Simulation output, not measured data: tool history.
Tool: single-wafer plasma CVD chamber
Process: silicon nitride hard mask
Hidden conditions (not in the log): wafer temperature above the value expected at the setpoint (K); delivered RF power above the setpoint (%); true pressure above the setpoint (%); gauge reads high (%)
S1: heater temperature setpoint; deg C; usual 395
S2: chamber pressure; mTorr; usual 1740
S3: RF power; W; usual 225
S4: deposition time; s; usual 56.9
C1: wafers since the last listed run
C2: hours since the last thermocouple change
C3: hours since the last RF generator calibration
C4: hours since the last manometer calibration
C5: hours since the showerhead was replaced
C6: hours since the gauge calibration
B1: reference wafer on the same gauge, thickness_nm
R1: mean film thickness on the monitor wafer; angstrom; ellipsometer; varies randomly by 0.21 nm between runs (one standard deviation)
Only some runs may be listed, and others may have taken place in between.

run 1 hour=0.0 | S1=395 S2=1740 S3=225 S4=56.9 | C1=0 C2=2764.6 C3=12.1 C4=3319.6 C5=7387.4 C6=1081.2 | B1=71.436 | R1=613.67
-- hour=21.9 capacitance manometer re-zeroed and calibrated
-- hour=44.6 thermocouple changed; heater temperature recalibrated
run 2 hour=79.1 | S1=395 S2=1740 S3=225 S4=56.9 | C1=1915 C2=34.5 C3=91.2 C4=57.2 C5=7466.5 C6=1160.3 | B1=71.457 | R1=620.21
run 3 hour=178.6 | S1=395 S2=1740 S3=225 S4=56.9 | C1=3021 C2=134.0 C3=190.7 C4=156.7 C5=7566.0 C6=1259.8 | B1=71.536 | R1=618.13
-- hour=214.5 showerhead replaced
run 4 hour=260.7 | S1=395 S2=2080 S3=225 S4=56.9 | C1=2249 C2=216.1 C3=272.8 C4=238.8 C5=46.2 C6=1341.9 | B1=71.628 | R1=644.49
run 5 hour=298.7 | S1=395 S2=2080 S3=225 S4=56.9 | C1=1153 C2=254.1 C3=310.8 C4=276.8 C5=84.2 C6=1379.9 | B1=71.470 | R1=646.20
run 6 hour=340.4 | S1=395 S2=2080 S3=225 S4=56.9 | C1=1266 C2=295.8 C3=352.5 C4=318.5 C5=125.9 C6=1421.6 | B1=71.527 | R1=641.97
run 7 hour=609.5 | S1=395 S2=1740 S3=225 S4=56.9 | C1=8170 C2=564.9 C3=621.6 C4=587.6 C5=395.0 C6=1690.7 | B1=71.645 | R1=621.27
run 8 hour=711.7 | S1=395 S2=1740 S3=225 S4=45.7 | C1=3103 C2=667.1 C3=723.8 C4=689.8 C5=497.2 C6=1792.9 | B1=71.583 | R1=497.80
run 9 hour=783.6 | S1=399 S2=1940 S3=225 S4=66.3 | C1=2183 C2=739.0 C3=795.7 C4=761.7 C5=569.1 C6=1864.8 | B1=71.726 | R1=736.34
run 10 hour=839.8 | S1=395 S2=1740 S3=245 S4=56.9 | C1=1706 C2=795.2 C3=851.9 C4=817.9 C5=625.3 C6=1921.0 | B1=71.706 | R1=656.03
run 11 hour=934.3 | S1=395 S2=1740 S3=225 S4=45.7 | C1=2869 C2=889.7 C3=946.4 C4=912.4 C5=719.8 C6=2015.5 | B1=71.780 | R1=500.63
-- hour=970.2 RF generator calibrated
run 12 hour=991.8 | S1=395 S2=1740 S3=225 S4=56.9 | C1=1502 C2=947.2 C3=21.6 C4=969.9 C5=777.3 C6=2073.0 | B1=71.865 | R1=617.49
run 13 hour=1082.6 | S1=395 S2=1740 S3=260 S4=56.9 | C1=2756 C2=1038.0 C3=112.4 C4=1060.7 C5=868.1 C6=2163.8 | B1=71.740 | R1=685.44
run 14 hour=1148.2 | S1=399 S2=1740 S3=225 S4=63.0 | C1=1991 C2=1103.6 C3=178.0 C4=1126.3 C5=933.7 C6=2229.4 | B1=71.818 | R1=680.06
run 15 hour=1233.1 | S1=387 S2=1520 S3=195 S4=56.9 | C1=2577 C2=1188.5 C3=262.9 C4=1211.2 C5=1018.6 C6=2314.3 | B1=71.814 | R1=545.40
run 16 hour=1283.5 | S1=386 S2=1740 S3=225 S4=48.4 | C1=1530 C2=1238.9 C3=313.3 C4=1261.6 C5=1069.0 C6=2364.7 | B1=71.813 | R1=531.94
run 17 hour=1371.9 | S1=384 S2=1350 S3=225 S4=60.9 | C1=2684 C2=1327.3 C3=401.7 C4=1350.0 C5=1157.4 C6=2453.1 | B1=71.845 | R1=623.94
-- hour=1466.9 gauge calibrated
run 18 hour=1470.1 | S1=395 S2=1950 S3=255 S4=59.8 | C1=2981 C2=1425.5 C3=499.9 C4=1448.2 C5=1255.6 C6=3.2 | B1=70.161 | R1=713.34
run 19 hour=1574.5 | S1=395 S2=1610 S3=190 S4=60.5 | C1=3169 C2=1529.9 C3=604.3 C4=1552.6 C5=1360.0 C6=107.6 | B1=70.348 | R1=565.01
run 20 hour=1667.0 | S1=395 S2=1740 S3=225 S4=56.9 | C1=2808 C2=1622.4 C3=696.8 C4=1645.1 C5=1452.5 C6=200.1 | B1=70.563 | R1=609.18
run 21 hour=1725.0 | S1=401 S2=1880 S3=240 S4=56.9 | C1=1760 C2=1680.4 C3=754.8 C4=1703.1 C5=1510.5 C6=258.1 | B1=70.680 | R1=647.87
run 22 hour=1814.9 | S1=408 S2=1930 S3=225 S4=56.9 | C1=2729 C2=1770.3 C3=844.7 C4=1793.0 C5=1600.4 C6=348.0 | B1=70.829 | R1=625.40
run 23 hour=1870.0 | S1=395 S2=1380 S3=235 S4=56.9 | C1=1672 C2=1825.4 C3=899.8 C4=1848.1 C5=1655.5 C6=403.1 | B1=70.940 | R1=597.95
run 24 hour=1922.9 | S1=405 S2=1740 S3=225 S4=56.9 | C1=1606 C2=1878.3 C3=952.7 C4=1901.0 C5=1708.4 C6=456.0 | B1=71.071 | R1=611.95
-- hour=1995.3 RF generator calibrated
run 25 hour=2023.9 | S1=384 S2=2170 S3=190 S4=47.4 | C1=2823 C2=1979.3 C3=28.6 C4=2002.0 C5=1809.4 C6=557.0 | B1=71.134 | R1=482.43
run 26 hour=2160.0 | S1=400 S2=1740 S3=210 S4=53.6 | C1=4132 C2=2115.4 C3=164.7 C4=2138.1 C5=1945.5 C6=693.1 | B1=71.269 | R1=553.97
run 27 hour=2199.0 | S1=382 S2=1740 S3=225 S4=56.9 | C1=1184 C2=2154.4 C3=203.7 C4=2177.1 C5=1984.5 C6=732.1 | B1=71.268 | R1=620.60
run 28 hour=2282.0 | S1=395 S2=1740 S3=225 S4=56.9 | C1=2520 C2=2237.4 C3=286.7 C4=2260.1 C5=2067.5 C6=815.1 | B1=71.357 | R1=616.32
run 29 hour=2342.4 | S1=399 S2=1740 S3=180 S4=63.1 | C1=1833 C2=2297.8 C3=347.1 C4=2320.5 C5=2127.9 C6=875.5 | B1=71.367 | R1=589.05

3 ways to go on from here, each from the tool as it stands after run 29. What would each give?
run A hour=2342.8 | S1=395 S2=1740 S3=225 S4=56.9 | C1=12 C2=2298.2 C3=347.5 C4=2320.9 C5=2128.3 C6=875.9 | B1=? | R1=?
run B hour=2342.8 | S1=383 S2=1740 S3=205 S4=56.9 | C1=12 C2=2298.2 C3=347.5 C4=2320.9 C5=2128.3 C6=875.9 | B1=? | R1=?
run C hour=2342.8 | S1=395 S2=1740 S3=210 S4=56.9 | C1=12 C2=2298.2 C3=347.5 C4=2320.9 C5=2128.3 C6=875.9 | B1=? | R1=?

run=A B1=71.382 R1=615.90
run=B B1=71.382 R1=579.75
run=C B1=71.382 R1=586.95
With the hidden condition removed and each run's random variation left untouched, the same runs would have given:
run=A R1=604.51
run=B R1=569.03
run=C R1=576.10

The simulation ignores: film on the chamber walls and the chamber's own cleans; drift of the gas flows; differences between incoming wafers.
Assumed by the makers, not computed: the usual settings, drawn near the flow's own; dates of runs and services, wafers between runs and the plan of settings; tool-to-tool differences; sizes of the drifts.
